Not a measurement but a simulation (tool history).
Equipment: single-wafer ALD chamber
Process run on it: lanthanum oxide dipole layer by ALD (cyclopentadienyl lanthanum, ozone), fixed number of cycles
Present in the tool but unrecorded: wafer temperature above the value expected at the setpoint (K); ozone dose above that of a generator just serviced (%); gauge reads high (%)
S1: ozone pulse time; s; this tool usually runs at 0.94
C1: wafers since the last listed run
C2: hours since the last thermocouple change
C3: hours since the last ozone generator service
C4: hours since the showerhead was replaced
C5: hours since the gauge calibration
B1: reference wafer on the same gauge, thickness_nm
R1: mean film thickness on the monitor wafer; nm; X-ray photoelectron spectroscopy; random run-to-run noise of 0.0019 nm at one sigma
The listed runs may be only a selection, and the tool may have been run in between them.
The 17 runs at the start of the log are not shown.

run     day    S1    C1      C2     C3     C4     C5     B1     R1
 18  22.921  1.22   898  2222.4  144.4  307.6  299.8  0.418  0.527
 19  24.029  1.17   715    2249    171  334.2  326.4  0.417   0.52
 20  25.029  0.94   645    2273    195  358.2  350.4  0.417  0.488
      26.35  -- thermocouple changed; heater temperature recalibrated
 21  26.458  0.65   707     2.6  229.3  392.5  384.7  0.418  0.415
 22  27.721  0.73   814    32.9  259.6  422.8    415  0.417  0.437
 23  29.167   1.2   932    67.6  294.3  457.5  449.7  0.417  0.523
 24  30.625  0.74   941   102.6  329.3  492.5  484.7  0.416  0.445
 25  31.246  1.03   400   117.5  344.2  507.4  499.6  0.417  0.501
 26  31.933  1.24   443     134  360.7  523.9  516.1  0.415  0.528
 27  33.217  0.76   828   164.8  391.5  554.7  546.9  0.415  0.446
 28  33.967  0.94   483   182.8  409.5  572.7  564.9  0.416   0.49
 29  34.533  1.04   365   196.4  423.1  586.3  578.5  0.415  0.502
 30  35.862  0.94   857   228.3    455  618.2  610.4  0.414  0.486
 31  36.883  1.09   658   252.8  479.5  642.7  634.9  0.415  0.508
 32  38.346  0.81   943   287.9  514.6  677.8    670  0.414   0.46
 33  42.092  0.57  2417   377.8  604.5  767.7  759.9  0.413  0.383
 34  42.996   0.7   583   399.5  626.2  789.4  781.6  0.414  0.426

Alternative continuations, all from the tool just after run 34; predict every row:
  A  43.012  1.08  10  399.9  626.6  789.8  782   ?   ?
  B  43.012  0.67  10  399.9  626.6  789.8  782   ?   ?
  C  43.012  1.06  10  399.9  626.6  789.8  782   ?   ?
  D  43.012  1.29  10  399.9  626.6  789.8  782   ?   ?

run     B1     R1
  A  0.414  0.507
  B  0.414   0.42
  C  0.414  0.504
  D  0.414   0.53
With no hidden state in the tool, these same runs would have given:
run     R1
  A  0.522
  B  0.432
  C  0.519
  D  0.545
